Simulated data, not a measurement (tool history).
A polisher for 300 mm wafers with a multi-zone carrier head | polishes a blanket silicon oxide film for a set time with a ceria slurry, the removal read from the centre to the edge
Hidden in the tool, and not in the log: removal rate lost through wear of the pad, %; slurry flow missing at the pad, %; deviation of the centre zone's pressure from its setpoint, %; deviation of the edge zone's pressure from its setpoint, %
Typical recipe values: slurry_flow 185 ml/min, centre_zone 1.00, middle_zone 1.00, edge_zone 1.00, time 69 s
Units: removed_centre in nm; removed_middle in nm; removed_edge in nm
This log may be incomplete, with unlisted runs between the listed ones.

run	hour	slurry_flow	centre_zone	middle_zone	edge_zone	time	wafers since the last listed run	wafers polished on this pad	hours since the slurry nozzle was cleaned	hours since the centre zone pressure was calibrated	hours since the edge zone pressure was calibrated	hours since the carrier head's membrane was replaced	incoming thickness of the incoming film, nm	removed_centre	removed_middle	removed_edge
1	0.0	185	1.00	0.95	1.00	88	0	315	53.3	1340.4	998.0	886.7	1040.4	352.0	344.8	354.7
2	11.0	185	1.00	0.95	1.00	88	160	476	64.3	1351.4	1009.0	897.7	1056.1	339.4	344.1	352.2
# hour 23.6: worn pad replaced by a new one
3	24.1	185	1.00	0.95	1.00	88	132	7	77.4	1364.5	1022.1	910.8	1056.3	364.0	359.8	372.7
4	33.8	160	1.00	1.00	1.00	86	141	148	87.1	1374.2	1031.8	920.5	1062.8	338.9	356.6	353.6
5	51.2	160	1.00	1.00	1.00	86	254	403	104.5	1391.6	1049.2	937.9	1047.7	335.0	344.6	338.9
6	66.3	185	1.00	1.00	1.00	69	220	623	119.6	1406.7	1064.3	953.0	1042.3	264.5	278.9	278.2
# hour 73.2: worn pad replaced by a new one
# hour 86.4: centre zone pressure recalibrated
# hour 88.7: carrier head's membrane replaced by a new one
7	89.2	185	1.00	1.00	1.00	69	213	170	142.5	2.8	1087.2	0.5	1044.4	241.3	256.0	254.8
8	96.4	185	1.00	1.00	1.00	69	105	275	149.7	10.0	1094.4	7.7	1062.6	241.1	249.0	249.2
# hour 101.6: worn pad replaced by a new one, repeated, since the last time left the tool worse
9	106.9	185	1.00	1.00	1.00	69	94	77	160.2	20.5	1104.9	18.2	1034.5	276.7	292.3	295.4
10	114.2	185	1.00	1.00	1.00	69	106	183	167.5	27.8	1112.2	25.5	1045.7	278.2	287.9	289.8
11	124.0	200	0.95	0.91	0.93	69	143	327	177.3	37.6	1122.0	35.3	1043.6	268.5	262.6	272.9
# hour 138.5: slurry nozzle cleaned
12	139.0	185	1.00	1.05	1.00	47	204	531	0.5	52.6	1137.0	50.3	1053.9	180.6	197.9	184.7
# hour 150.8: worn pad replaced by a new one
13	151.3	185	1.00	1.08	1.00	69	121	7	12.8	64.9	1149.3	62.6	1068.8	280.6	315.3	292.7
# hour 154.8: edge zone pressure recalibrated
14	155.6	130	1.06	1.03	1.00	92	33	40	17.1	69.2	0.8	66.9	1064.0	388.7	383.0	366.6
15	162.7	185	1.00	1.00	1.00	69	103	144	24.2	76.3	7.9	74.0	1051.9	279.3	284.8	280.4
16	171.9	185	1.00	1.00	1.00	69	134	278	33.4	85.5	17.1	83.2	1049.1	272.1	280.5	272.0
17	181.9	155	1.08	0.97	1.00	80	146	424	43.4	95.5	27.1	93.2	1048.3	328.0	309.3	313.9
18	191.9	185	1.07	1.07	1.00	69	146	571	53.4	105.5	37.1	103.2	1032.2	282.4	296.2	273.3
# hour 201.4: worn pad replaced by a new one
19	201.9	205	1.00	1.00	1.00	69	87	7	63.4	115.5	47.1	113.2	1049.4	295.6	302.5	299.6
20	211.9	170	1.00	1.00	1.00	69	146	153	73.4	125.5	57.1	123.2	1067.5	266.2	285.0	278.8

Forecast each of these 5 alternatives for the next run:
A	212.3	215	1.00	1.00	1.00	69	5	159	73.8	125.9	57.5	123.6	1054.0	?	?	?
B	212.3	185	1.00	1.04	1.00	52	5	159	73.8	125.9	57.5	123.6	1054.0	?	?	?
C	212.3	185	1.00	1.00	1.00	50	5	159	73.8	125.9	57.5	123.6	1054.0	?	?	?
D	212.3	185	1.00	0.93	1.00	69	5	159	73.8	125.9	57.5	123.6	1054.0	?	?	?
E	212.3	185	0.96	0.90	1.00	69	5	159	73.8	125.9	57.5	123.6	1054.0	?	?	?

run	removed_centre	removed_middle	removed_edge
A	284.4	290.3	281.0
B	210.5	222.5	209.1
C	202.4	207.0	201.1
D	279.1	268.7	277.8
E	268.3	261.5	278.0
With the hidden condition removed and each run's random variation left untouched, the same runs would have given:
run	removed_centre	removed_middle	removed_edge
A	293.4	299.5	289.9
B	217.2	229.5	215.7
C	208.8	213.5	207.5
D	287.9	277.2	286.6
E	276.8	269.8	286.8
